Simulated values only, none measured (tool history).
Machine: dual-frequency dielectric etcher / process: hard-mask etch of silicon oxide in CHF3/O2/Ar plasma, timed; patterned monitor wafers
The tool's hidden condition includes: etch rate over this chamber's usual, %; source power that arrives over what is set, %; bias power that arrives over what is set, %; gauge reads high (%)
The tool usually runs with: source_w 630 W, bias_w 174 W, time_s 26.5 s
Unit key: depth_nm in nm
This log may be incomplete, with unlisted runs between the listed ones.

run,hour,source_w,bias_w,time_s,wafers since the last listed run,hours since the last wet clean,hours since the last source power generator calibration,hours since the last bias power generator calibration,hours since the last upper electrode change,hours since the gauge calibration,"read-back reference wafer on the same gauge, depth_nm",depth_nm
1,0.0,630,174,26.5,0,218.2,4196.1,5209.0,4461.4,3110.1,55.5,55.5
2,39.2,630,174,26.5,523,257.4,4235.3,5248.2,4500.6,3149.3,55.5,55.4
3,82.6,630,174,26.5,580,300.8,4278.7,5291.6,4544.0,3192.7,55.5,55.7
# hour 142.2: bias power generator calibrated
4,183.2,630,174,26.5,1291,401.4,4379.3,41.0,4644.6,3293.3,55.5,55.4
5,228.9,630,174,26.5,610,447.1,4425.0,86.7,4690.3,3339.0,55.5,55.3
6,312.2,630,174,26.5,1113,530.4,4508.3,170.0,4773.6,3422.3,55.5,55.5
# hour 372.7: wet clean of the chamber
7,381.0,630,174,31.5,598,8.3,4577.1,238.8,4842.4,3491.1,55.5,65.9
8,488.1,520,202,24.5,1431,115.4,4684.2,345.9,4949.5,3598.2,55.4,51.7
# hour 694.0: source power generator calibrated
# hour 729.2: gauge calibrated
9,798.2,630,174,26.5,4091,425.5,104.2,656.0,5259.6,69.0,55.6,57.1
10,897.8,630,131,26.5,1331,525.1,203.8,755.6,5359.2,168.6,55.6,50.1
# hour 934.1: wet clean of the chamber
11,1003.8,740,218,19.0,1095,69.7,309.8,861.6,5465.2,274.6,55.4,47.6
# hour 1081.8: upper electrode replaced
12,1082.3,550,196,19.5,728,148.2,388.3,940.1,0.5,353.1,55.5,42.5
13,1171.8,710,204,29.0,1196,237.7,477.8,1029.6,90.0,442.6,55.5,70.0
14,1262.1,540,146,26.5,1206,328.0,568.1,1119.9,180.3,532.9,55.4,50.3
# hour 1281.0: source power generator calibrated, repeated, since the last time left the tool worse
15,1356.5,630,174,22.5,1208,422.4,75.5,1214.3,274.7,627.3,55.5,47.6
16,1435.0,690,174,26.5,1049,500.9,154.0,1292.8,353.2,705.8,55.5,57.5
17,1521.1,630,174,26.5,1150,587.0,240.1,1378.9,439.3,791.9,55.5,56.2
# hour 1560.2: wet clean of the chamber
18,1565.8,630,174,30.0,276,5.6,284.8,1423.6,484.0,836.6,55.5,63.4
19,1667.8,770,160,29.0,1363,107.6,386.8,1525.6,586.0,938.6,55.6,62.9
20,1704.1,630,174,26.5,485,143.9,423.1,1561.9,622.3,974.9,55.5,56.1
21,1778.0,770,188,29.0,987,217.8,497.0,1635.8,696.2,1048.8,55.5,68.0
22,1864.8,740,218,19.0,1160,304.6,583.8,1722.6,783.0,1135.6,55.5,47.1
23,1912.0,630,174,22.5,630,351.8,631.0,1769.8,830.2,1182.8,55.5,47.5
24,2013.3,750,193,26.5,1353,453.1,732.3,1871.1,931.5,1284.1,55.4,61.8
25,2068.0,590,141,33.5,731,507.8,787.0,1925.8,986.2,1338.8,55.6,63.0
# hour 2182.4: wet clean of the chamber
26,2182.9,770,199,26.5,1214,0.5,901.9,2040.7,1101.1,1453.7,55.6,63.6
27,2212.0,580,199,19.0,388,29.6,931.0,2069.8,1130.2,1482.8,55.5,41.6
28,2318.3,630,190,24.5,1420,135.9,1037.3,2176.1,1236.5,1589.1,55.6,54.0

Had the tool no unlogged condition, and each run kept its random variation, what would the results have been?
run,depth_nm
1,56.1
2,55.9
3,56.3
4,55.9
5,55.9
6,56.1
7,66.7
8,52.2
9,56.0
10,49.1
11,46.7
12,41.7
13,68.7
14,49.3
15,47.6
16,57.5
17,56.3
18,63.5
19,63.0
20,56.1
21,68.1
22,47.2
23,47.6
24,61.9
25,63.1
26,63.7
27,41.7
28,54.2
